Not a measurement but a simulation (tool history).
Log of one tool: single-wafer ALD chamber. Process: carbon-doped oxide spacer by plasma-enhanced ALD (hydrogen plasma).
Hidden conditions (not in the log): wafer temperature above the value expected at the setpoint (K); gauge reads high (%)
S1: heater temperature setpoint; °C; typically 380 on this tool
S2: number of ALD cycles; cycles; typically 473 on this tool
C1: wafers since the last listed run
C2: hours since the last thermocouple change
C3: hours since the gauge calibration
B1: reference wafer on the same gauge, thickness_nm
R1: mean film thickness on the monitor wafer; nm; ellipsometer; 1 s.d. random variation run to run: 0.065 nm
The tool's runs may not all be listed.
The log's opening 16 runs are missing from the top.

{"run": 17, "day": 16.754, "S1": 380, "S2": 473, "C1": 23, "C2": 1734.3, "C3": 643.1, "B1": 29.22, "R1": 26.217}
{"run": 18, "day": 18.238, "S1": 380, "S2": 473, "C1": 29, "C2": 1769.9, "C3": 678.7, "B1": 29.197, "R1": 26.095}
{"run": 19, "day": 18.758, "S1": 368, "S2": 473, "C1": 10, "C2": 1782.4, "C3": 691.2, "B1": 29.201, "R1": 26.108}
{"run": 20, "day": 20.171, "S1": 393, "S2": 432, "C1": 27, "C2": 1816.3, "C3": 725.1, "B1": 29.202, "R1": 23.795}
{"day": 21.562, "done": "thermocouple changed; heater temperature recalibrated"}
{"run": 21, "day": 21.583, "S1": 390, "S2": 541, "C1": 21, "C2": 0.5, "C3": 759, "B1": 29.183, "R1": 29.898}
{"run": 22, "day": 22.083, "S1": 380, "S2": 390, "C1": 9, "C2": 12.5, "C3": 771, "B1": 29.169, "R1": 21.546}
{"run": 23, "day": 23.325, "S1": 380, "S2": 473, "C1": 24, "C2": 42.3, "C3": 800.8, "B1": 29.208, "R1": 26.032}
{"run": 24, "day": 24.462, "S1": 380, "S2": 430, "C1": 22, "C2": 69.6, "C3": 828.1, "B1": 29.216, "R1": 23.736}
{"run": 25, "day": 25.483, "S1": 380, "S2": 473, "C1": 20, "C2": 94.1, "C3": 852.6, "B1": 29.195, "R1": 26.23}
{"run": 26, "day": 26.471, "S1": 373, "S2": 473, "C1": 19, "C2": 117.8, "C3": 876.3, "B1": 29.25, "R1": 26.14}
{"run": 27, "day": 27.646, "S1": 375, "S2": 419, "C1": 23, "C2": 146, "C3": 904.5, "B1": 29.217, "R1": 23.09}
{"run": 28, "day": 28.292, "S1": 388, "S2": 501, "C1": 12, "C2": 161.5, "C3": 920, "B1": 29.199, "R1": 27.612}
{"run": 29, "day": 29.167, "S1": 394, "S2": 473, "C1": 17, "C2": 182.5, "C3": 941, "B1": 29.162, "R1": 26.083}
{"day": 29.546, "done": "gauge calibrated"}
{"run": 30, "day": 29.988, "S1": 380, "S2": 473, "C1": 16, "C2": 202.2, "C3": 10.6, "B1": 29.223, "R1": 26.138}
{"run": 31, "day": 31.042, "S1": 380, "S2": 444, "C1": 20, "C2": 227.5, "C3": 35.9, "B1": 29.15, "R1": 24.53}
{"run": 32, "day": 32.129, "S1": 369, "S2": 473, "C1": 21, "C2": 253.6, "C3": 62, "B1": 29.208, "R1": 26.07}
{"run": 33, "day": 33.279, "S1": 369, "S2": 435, "C1": 22, "C2": 281.2, "C3": 89.6, "B1": 29.203, "R1": 23.968}
{"run": 34, "day": 34.604, "S1": 367, "S2": 499, "C1": 25, "C2": 313, "C3": 121.4, "B1": 29.183, "R1": 27.496}
{"run": 35, "day": 35.388, "S1": 380, "S2": 473, "C1": 15, "C2": 331.8, "C3": 140.2, "B1": 29.178, "R1": 26.141}
{"run": 36, "day": 35.988, "S1": 380, "S2": 473, "C1": 11, "C2": 346.2, "C3": 154.6, "B1": 29.156, "R1": 26.128}
{"run": 37, "day": 37.208, "S1": 380, "S2": 473, "C1": 23, "C2": 375.5, "C3": 183.9, "B1": 29.212, "R1": 26.11}
{"run": 38, "day": 38.479, "S1": 380, "S2": 473, "C1": 24, "C2": 406, "C3": 214.4, "B1": 29.215, "R1": 26.093}
{"run": 39, "day": 39.929, "S1": 366, "S2": 473, "C1": 28, "C2": 440.8, "C3": 249.2, "B1": 29.238, "R1": 25.966}

Forecast each of these 5 alternatives for the next run:
{"run": "A", "day": 39.975, "S1": 387, "S2": 473, "C1": 0, "C2": 441.9, "C3": 250.3, "B1": "?", "R1": "?"}
{"run": "B", "day": 39.975, "S1": 380, "S2": 543, "C1": 0, "C2": 441.9, "C3": 250.3, "B1": "?", "R1": "?"}
{"run": "C", "day": 39.975, "S1": 384, "S2": 562, "C1": 0, "C2": 441.9, "C3": 250.3, "B1": "?", "R1": "?"}
{"run": "D", "day": 39.975, "S1": 372, "S2": 473, "C1": 0, "C2": 441.9, "C3": 250.3, "B1": "?", "R1": "?"}
{"run": "E", "day": 39.975, "S1": 392, "S2": 540, "C1": 0, "C2": 441.9, "C3": 250.3, "B1": "?", "R1": "?"}

run=A B1=29.205 R1=26.027
run=B B1=29.205 R1=29.878
run=C B1=29.205 R1=30.924
run=D B1=29.205 R1=26.027
run=E B1=29.205 R1=29.713
What these runs would have given with no unlogged condition in the tool:
run=A R1=26.027
run=B R1=29.878
run=C R1=30.924
run=D R1=26.027
run=E R1=29.713
